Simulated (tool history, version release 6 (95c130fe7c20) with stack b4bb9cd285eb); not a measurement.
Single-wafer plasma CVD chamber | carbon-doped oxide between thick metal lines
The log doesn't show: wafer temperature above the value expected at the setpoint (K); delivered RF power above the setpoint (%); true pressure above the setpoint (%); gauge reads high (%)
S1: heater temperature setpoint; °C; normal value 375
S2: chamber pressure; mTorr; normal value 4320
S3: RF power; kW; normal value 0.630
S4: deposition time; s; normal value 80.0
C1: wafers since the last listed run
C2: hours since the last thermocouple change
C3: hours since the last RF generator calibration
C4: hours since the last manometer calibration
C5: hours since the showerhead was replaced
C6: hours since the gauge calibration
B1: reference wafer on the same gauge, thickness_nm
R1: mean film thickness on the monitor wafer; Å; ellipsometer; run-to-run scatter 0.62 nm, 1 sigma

run 1 hour=0.0 | S1=365 S2=4320 S3=0.630 S4=80.0 | C1=0 C2=2889.3 C3=1564.7 C4=2191.9 C5=7534.6 C6=9.3 | B1=358.999 | R1=4187.45
run 2 hour=10.4 | S1=365 S2=4320 S3=0.630 S4=80.0 | C1=151 C2=2899.7 C3=1575.1 C4=2202.3 C5=7545.0 C6=19.7 | B1=358.985 | R1=4202.66
-- hour=70.3 capacitance manometer re-zeroed and calibrated
run 3 hour=70.8 | S1=375 S2=4320 S3=0.630 S4=80.0 | C1=762 C2=2960.1 C3=1635.5 C4=0.5 C5=7605.4 C6=80.1 | B1=359.171 | R1=4123.52
run 4 hour=78.1 | S1=375 S2=4320 S3=0.630 S4=80.0 | C1=106 C2=2967.4 C3=1642.8 C4=7.8 C5=7612.7 C6=87.4 | B1=358.955 | R1=4122.54
run 5 hour=84.9 | S1=375 S2=4320 S3=0.630 S4=80.0 | C1=98 C2=2974.2 C3=1649.6 C4=14.6 C5=7619.5 C6=94.2 | B1=359.067 | R1=4115.72
run 6 hour=90.9 | S1=375 S2=4320 S3=0.630 S4=80.0 | C1=87 C2=2980.2 C3=1655.6 C4=20.6 C5=7625.5 C6=100.2 | B1=358.896 | R1=4101.19
-- hour=101.5 showerhead replaced
run 7 hour=108.2 | S1=375 S2=3750 S3=0.630 S4=80.0 | C1=135 C2=2997.5 C3=1672.9 C4=37.9 C5=6.7 C6=117.5 | B1=358.902 | R1=4026.38
run 8 hour=121.0 | S1=375 S2=5320 S3=0.630 S4=80.0 | C1=186 C2=3010.3 C3=1685.7 C4=50.7 C5=19.5 C6=130.3 | B1=359.075 | R1=4256.32
-- hour=129.4 RF generator calibrated
-- hour=137.4 thermocouple changed; heater temperature recalibrated
run 9 hour=137.9 | S1=375 S2=3340 S3=0.720 S4=80.0 | C1=13 C2=0.5 C3=8.5 C4=67.6 C5=36.4 C6=147.2 | B1=358.935 | R1=4140.55
run 10 hour=145.7 | S1=375 S2=4320 S3=0.690 S4=66.2 | C1=113 C2=8.3 C3=16.3 C4=75.4 C5=44.2 C6=155.0 | B1=358.915 | R1=3525.40
-- hour=161.7 gauge calibrated
run 11 hour=161.8 | S1=363 S2=3340 S3=0.550 S4=74.7 | C1=234 C2=24.4 C3=32.4 C4=91.5 C5=60.3 C6=0.1 | B1=358.967 | R1=3635.97
run 12 hour=175.6 | S1=375 S2=4320 S3=0.630 S4=66.9 | C1=200 C2=38.2 C3=46.2 C4=105.3 C5=74.1 C6=13.9 | B1=359.093 | R1=3448.80
run 13 hour=187.5 | S1=361 S2=3810 S3=0.670 S4=80.0 | C1=173 C2=50.1 C3=58.1 C4=117.2 C5=86.0 C6=25.8 | B1=359.108 | R1=4233.22

Predict the results of run 14:
run 14 hour=202.8 | S1=375 S2=4320 S3=0.630 S4=80.0 | C1=222 C2=65.4 C3=73.4 C4=132.5 C5=101.3 C6=41.1 | B1=? | R1=?

{"run 14": {"B1": 359.062, "R1": 4107.89}}
The same run, on a tool lacking any hidden state, would have yielded R1 4107.89 Å.
